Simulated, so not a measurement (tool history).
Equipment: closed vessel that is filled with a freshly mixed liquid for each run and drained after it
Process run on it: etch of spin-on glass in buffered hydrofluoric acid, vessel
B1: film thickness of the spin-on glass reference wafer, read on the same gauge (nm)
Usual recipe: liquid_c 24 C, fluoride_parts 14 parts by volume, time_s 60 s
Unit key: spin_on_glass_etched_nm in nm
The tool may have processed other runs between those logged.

run 1 hour=0 | liquid_c=21 fluoride_parts=14 time_s=60 | B1=69.99 | spin_on_glass_etched_nm=164.56
run 2 hour=54.6 | liquid_c=21 fluoride_parts=14 time_s=60 | B1=70.01 | spin_on_glass_etched_nm=164.35
-- hour=100.3 gauge calibrated
run 3 hour=103.2 | liquid_c=24 fluoride_parts=14 time_s=60 | B1=70 | spin_on_glass_etched_nm=194.9
run 4 hour=136.2 | liquid_c=24 fluoride_parts=14 time_s=60 | B1=70 | spin_on_glass_etched_nm=196.01
run 5 hour=198.8 | liquid_c=24 fluoride_parts=14 time_s=60 | B1=70 | spin_on_glass_etched_nm=193.72
run 6 hour=225.7 | liquid_c=24 fluoride_parts=18 time_s=60 | B1=70.02 | spin_on_glass_etched_nm=155.61
run 7 hour=264.8 | liquid_c=24 fluoride_parts=18 time_s=60 | B1=70.04 | spin_on_glass_etched_nm=155.62
-- hour=312.4 thermometer replaced
run 8 hour=325.2 | liquid_c=20.5 fluoride_parts=16.5 time_s=80 | B1=70 | spin_on_glass_etched_nm=159.37
-- hour=361.6 hydrofluoric acid flow meter replaced
run 9 hour=379.5 | liquid_c=22.5 fluoride_parts=14 time_s=50 | B1=70 | spin_on_glass_etched_nm=117.54
run 10 hour=428.5 | liquid_c=24 fluoride_parts=14 time_s=95 | B1=70.01 | spin_on_glass_etched_nm=241.93
-- hour=470.7 gauge calibrated
run 11 hour=552.2 | liquid_c=19.5 fluoride_parts=9.5 time_s=80 | B1=70.01 | spin_on_glass_etched_nm=235.35

Forecast run 12:
run 12 hour=591.7 | liquid_c=27 fluoride_parts=16 time_s=50 | B1=? | spin_on_glass_etched_nm=?

{"run 12": {"B1": 70, "spin_on_glass_etched_nm": 134.93}}
If the tool had no hidden condition, the same run with the same run-to-run variation would have returned spin_on_glass_etched_nm 128.84 nm.
